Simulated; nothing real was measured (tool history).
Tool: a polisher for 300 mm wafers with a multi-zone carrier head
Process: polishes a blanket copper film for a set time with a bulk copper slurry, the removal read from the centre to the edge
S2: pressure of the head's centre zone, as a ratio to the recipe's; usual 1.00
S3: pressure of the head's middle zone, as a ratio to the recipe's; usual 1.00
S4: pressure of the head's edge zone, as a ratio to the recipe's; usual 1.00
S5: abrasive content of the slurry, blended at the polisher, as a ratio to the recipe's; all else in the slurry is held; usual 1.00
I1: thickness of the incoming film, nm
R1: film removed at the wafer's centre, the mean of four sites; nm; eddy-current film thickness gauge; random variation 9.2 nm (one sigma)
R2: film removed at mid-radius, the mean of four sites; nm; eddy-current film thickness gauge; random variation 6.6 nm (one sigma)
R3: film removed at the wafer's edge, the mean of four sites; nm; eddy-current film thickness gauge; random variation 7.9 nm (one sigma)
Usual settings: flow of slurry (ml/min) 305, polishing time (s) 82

Run 1, hour 0.0: usual settings but S2 1.09, S3 1.04, polishing time (s) 111; I1 3118.1. Result: R1 968.0 nm, R2 935.1 nm, R3 878.7 nm.
Run 2, hour 99.4: usual settings but S5 0.75; I1 3123.0. Result: R1 608.8 nm, R2 604.3 nm, R3 594.3 nm.
Run 3, hour 145.3: usual settings but flow of slurry (ml/min) 355, S3 1.06; I1 3130.1. Result: R1 638.0 nm, R2 676.0 nm, R3 632.1 nm.
Run 4, hour 226.1: usual settings but flow of slurry (ml/min) 235, S3 1.11, S4 0.92, S5 0.85; I1 3142.0. Result: R1 569.7 nm, R2 633.5 nm, R3 552.2 nm.
Run 5, hour 308.0: usual settings but S5 0.75, polishing time (s) 101; I1 3153.8. Result: R1 709.6 nm, R2 710.4 nm, R3 721.4 nm.
Run 6, hour 560.7: usual settings but S2 1.04, S4 0.92; I1 3135.7. Result: R1 635.2 nm, R2 623.9 nm, R3 590.9 nm.
Run 7, hour 665.3: usual settings but S5 0.85; I1 3110.4. Result: R1 650.3 nm, R2 652.6 nm, R3 642.3 nm.
Run 8, hour 766.0: usual settings but polishing time (s) 108; I1 3177.5. Result: R1 854.1 nm, R2 869.8 nm, R3 849.4 nm.
Run 9, hour 827.8: usual settings but flow of slurry (ml/min) 245, S2 1.07, S3 1.11, S4 1.04; I1 3119.0. Result: R1 666.6 nm, R2 688.5 nm, R3 640.3 nm.
Run 10, hour 876.9: usual settings but flow of slurry (ml/min) 275, S3 0.96; I1 3168.7. Result: R1 634.7 nm, R2 613.6 nm, R3 616.4 nm.
Run 11, hour 976.5: usual settings but S2 0.96, S3 1.07; I1 3122.3. Result: R1 596.7 nm, R2 651.5 nm, R3 615.2 nm.
Run 12, hour 1023.1: usual settings but flow of slurry (ml/min) 235, S2 0.89, polishing time (s) 98; I1 3113.0. Result: R1 641.6 nm, R2 725.4 nm, R3 710.6 nm.
Run 13, hour 1100.0: usual settings; I1 3150.7. Result: R1 606.6 nm, R2 623.5 nm, R3 610.3 nm.
Run 14, hour 1148.6: usual settings; I1 3149.3. Result: R1 625.6 nm, R2 620.9 nm, R3 611.3 nm.
Run 15, hour 1204.1: usual settings; I1 3086.5. Result: R1 606.2 nm, R2 625.1 nm, R3 606.8 nm.
Run 16, hour 1309.0: usual settings but S2 1.08; I1 3174.9. Result: R1 657.8 nm, R2 619.1 nm, R3 604.6 nm.
Run 17, hour 1352.9: usual settings but flow of slurry (ml/min) 410, S3 1.10, S4 1.05, polishing time (s) 67; I1 3091.1. Result: R1 515.5 nm, R2 552.6 nm, R3 517.2 nm.
Run 18, hour 1404.2: usual settings; I1 3137.9. Result: R1 674.1 nm, R2 680.9 nm, R3 681.6 nm.
Run 19, hour 1485.1: usual settings; I1 3112.7. Result: R1 656.2 nm, R2 669.3 nm, R3 663.7 nm.
Run 20, hour 1554.6: usual settings but S3 1.08, S5 0.75; I1 3135.4. Result: R1 589.5 nm, R2 640.5 nm, R3 587.5 nm.
Run 21, hour 1624.0: usual settings but polishing time (s) 108; I1 3138.7. Result: R1 852.5 nm, R2 848.6 nm, R3 827.8 nm.

Taken out of this log: 9 entries between the listed runs. Where each belongs, and how the hidden state differs across it:
Between runs 5 and 6: carrier head's membrane replaced by a new one (hour 441.6)
  removal rate lost through wear of the pad, %: 9.31 -> 10.7
  measured less the result without the state, R1: -72.8 -> -76.0 nm; R2: -72.9 -> -74.6 nm; R3: -74.0 -> -70.6 nm
Between runs 6 and 7: centre zone pressure recalibrated (hour 594.8); worn pad replaced by a new one (hour 656.9)
  removal rate lost through wear of the pad, %: 10.7 -> 1.4
  measured less the result without the state, R1: -76.0 -> -9.2 nm; R2: -74.6 -> -9.2 nm; R3: -70.6 -> -9.1 nm
Between runs 7 and 8: slurry nozzle cleaned (hour 749.2)
  removal rate lost through wear of the pad, %: 1.4 -> 4.78
  measured less the result without the state, R1: -9.2 -> -42.8 nm; R2: -9.2 -> -43.6 nm; R3: -9.1 -> -42.5 nm
Between runs 16 and 17: centre zone pressure recalibrated (hour 1331.0)
  removal rate lost through wear of the pad, %: 11.2 -> 11.3
  measured less the result without the state, R1: -82.6 -> -65.6 nm; R2: -77.8 -> -70.4 nm; R3: -75.9 -> -65.9 nm
Between runs 17 and 18: edge zone pressure recalibrated (hour 1373.1); worn pad replaced by a new one (hour 1394.6)
  removal rate lost through wear of the pad, %: 11.3 -> 1.3
  measured less the result without the state, R1: -65.6 -> -8.9 nm; R2: -70.4 -> -8.9 nm; R3: -65.9 -> -9.0 nm
Between runs 19 and 20: slurry nozzle cleaned (hour 1523.2)
  removal rate lost through wear of the pad, %: 4.09 -> 5.9
  measured less the result without the state, R1: -28.0 -> -37.0 nm; R2: -28.5 -> -40.2 nm; R3: -28.3 -> -36.9 nm
Between runs 20 and 21: carrier head's membrane replaced by a new one (hour 1609.1)
  removal rate lost through wear of the pad, %: 5.9 -> 7.29
  measured less the result without the state, R1: -37.0 -> -67.0 nm; R2: -40.2 -> -66.7 nm; R3: -36.9 -> -65.1 nm
